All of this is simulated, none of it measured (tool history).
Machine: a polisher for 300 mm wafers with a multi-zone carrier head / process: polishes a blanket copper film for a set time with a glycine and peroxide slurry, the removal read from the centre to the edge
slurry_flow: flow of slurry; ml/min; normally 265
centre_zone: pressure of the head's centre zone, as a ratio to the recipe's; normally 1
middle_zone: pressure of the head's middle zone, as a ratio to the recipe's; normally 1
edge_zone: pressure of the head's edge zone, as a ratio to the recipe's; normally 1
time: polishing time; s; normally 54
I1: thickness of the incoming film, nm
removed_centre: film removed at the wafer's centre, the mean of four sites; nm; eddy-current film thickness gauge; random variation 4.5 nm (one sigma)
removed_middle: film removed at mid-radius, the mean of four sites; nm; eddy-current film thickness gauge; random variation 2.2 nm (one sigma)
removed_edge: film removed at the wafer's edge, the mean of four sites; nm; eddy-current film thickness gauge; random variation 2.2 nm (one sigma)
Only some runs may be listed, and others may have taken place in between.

Run 1, hour 0: usual settings; I1 2198.6. Result: removed_centre 346.4 nm, removed_middle 367.9 nm, removed_edge 353.4 nm.
At hour 31.4: slurry nozzle cleaned.
Run 2, hour 66.3: usual settings; I1 2198.1. Result: removed_centre 350.9 nm, removed_middle 366.1 nm, removed_edge 353 nm.
Run 3, hour 97.9: usual settings; I1 2190.3. Result: removed_centre 354.4 nm, removed_middle 364.1 nm, removed_edge 349.7 nm.
Run 4, hour 163.3: usual settings but centre_zone 0.94; I1 2167.4. Result: removed_centre 327 nm, removed_middle 359.3 nm, removed_edge 351.3 nm.
Run 5, hour 219.5: usual settings but centre_zone 0.92; I1 2171.3. Result: removed_centre 320.1 nm, removed_middle 353.4 nm, removed_edge 341 nm.
At hour 248.6: worn pad replaced by a new one.
Run 6, hour 289.9: usual settings but centre_zone 0.92; I1 2164.1. Result: removed_centre 330.4 nm, removed_middle 360.3 nm, removed_edge 351.5 nm.
Run 7, hour 355.5: usual settings but centre_zone 1.05; I1 2219.2. Result: removed_centre 366.7 nm, removed_middle 362.7 nm, removed_edge 350.3 nm.
At hour 534.3: worn pad replaced by a new one.
Run 8, hour 539.7: usual settings but middle_zone 0.94; I1 2209.3. Result: removed_centre 351.5 nm, removed_middle 359 nm, removed_edge 355 nm.
Run 9, hour 565.9: usual settings but slurry_flow 230 ml/min, time 37 s; I1 2178.6. Result: removed_centre 238.7 nm, removed_middle 249.7 nm, removed_edge 238.2 nm.
Run 10, hour 602.6: usual settings; I1 2200.3. Result: removed_centre 357.2 nm, removed_middle 366.4 nm, removed_edge 352.4 nm.
Run 11, hour 640.5: usual settings but edge_zone 1.03; I1 2199.4. Result: removed_centre 348.3 nm, removed_middle 367.1 nm, removed_edge 352.2 nm.
At hour 672.2: edge zone pressure recalibrated.
Run 12, hour 693.3: usual settings but slurry_flow 360 ml/min, centre_zone 0.91, time 73 s; I1 2171.3. Result: removed_centre 446.4 nm, removed_middle 500.4 nm, removed_edge 485.1 nm.
At hour 696.5: centre zone pressure recalibrated.
At hour 709.4: slurry nozzle cleaned.
Run 13, hour 725.1: usual settings; I1 2160.5. Result: removed_centre 342.6 nm, removed_middle 360.7 nm, removed_edge 348.9 nm.
At hour 762.8: carrier head's membrane replaced by a new one.
Run 14, hour 763.3: usual settings but slurry_flow 325 ml/min, centre_zone 0.89, edge_zone 1.07; I1 2192.2. Result: removed_centre 314.5 nm, removed_middle 365 nm, removed_edge 360.4 nm.
Run 15, hour 787.7: usual settings but time 71 s; I1 2163.9. Result: removed_centre 451.2 nm, removed_middle 464.8 nm, removed_edge 449.6 nm.
At hour 841.7: worn pad replaced by a new one.
Run 16, hour 843.3: usual settings but slurry_flow 235 ml/min, centre_zone 0.94, time 38 s; I1 2200.1. Result: removed_centre 231 nm, removed_middle 256.1 nm, removed_edge 249 nm.
Run 17, hour 868.7: usual settings but slurry_flow 200 ml/min, centre_zone 1.07, middle_zone 1.06, edge_zone 0.92; I1 2219.1. Result: removed_centre 361.3 nm, removed_middle 365.7 nm, removed_edge 337.6 nm.
Run 18, hour 925.5: usual settings; I1 2186.7. Result: removed_centre 348 nm, removed_middle 365.8 nm, removed_edge 353.2 nm.
Run 19, hour 981.6: usual settings but centre_zone 0.96, middle_zone 0.89, edge_zone 0.9; I1 2183.8. Result: removed_centre 337.8 nm, removed_middle 342.1 nm, removed_edge 338.7 nm.
Run 20, hour 1018.3: usual settings but middle_zone 1.06, edge_zone 0.88, time 66 s; I1 2178.5. Result: removed_centre 428.1 nm, removed_middle 455.6 nm, removed_edge 404.1 nm.
Run 21, hour 1054.5: usual settings but slurry_flow 220 ml/min, middle_zone 0.96, edge_zone 1.04; I1 2230.3. Result: removed_centre 336.3 nm, removed_middle 341.4 nm, removed_edge 348.1 nm.
Run 22, hour 1123.4: usual settings but middle_zone 1.05, time 70 s; I1 2184.3. Result: removed_centre 440.4 nm, removed_middle 470.7 nm, removed_edge 437.3 nm.
At hour 1155.3: worn pad replaced by a new one.
Run 23, hour 1170.6: usual settings; I1 2229.5. Result: removed_centre 366.8 nm, removed_middle 368 nm, removed_edge 352.5 nm.

Branching from run 23: 3 alternative next runs. What would each branch give?
Run A, hour 1171: usual settings; I1 2231.4. Result: removed_centre ?, removed_middle ?, removed_edge ?.
Run B, hour 1171: usual settings but slurry_flow 340 ml/min, centre_zone 1.06, edge_zone 1.07; I1 2231.4. Result: removed_centre ?, removed_middle ?, removed_edge ?.
Run C, hour 1171: usual settings but slurry_flow 195 ml/min, middle_zone 1.07, edge_zone 0.94, time 62 s; I1 2231.4. Result: removed_centre ?, removed_middle ?, removed_edge ?.

run  removed_centre  removed_middle  removed_edge
  A           366.5           366.5         353.9
  B           398.9           375.1         369.8
  C           403.9             420           386
With no hidden state in the tool, these same runs would have given:
run  removed_centre  removed_middle  removed_edge
  A           366.8           366.7         354.2
  B           399.2           375.4         370.1
  C           404.2           420.3         386.3
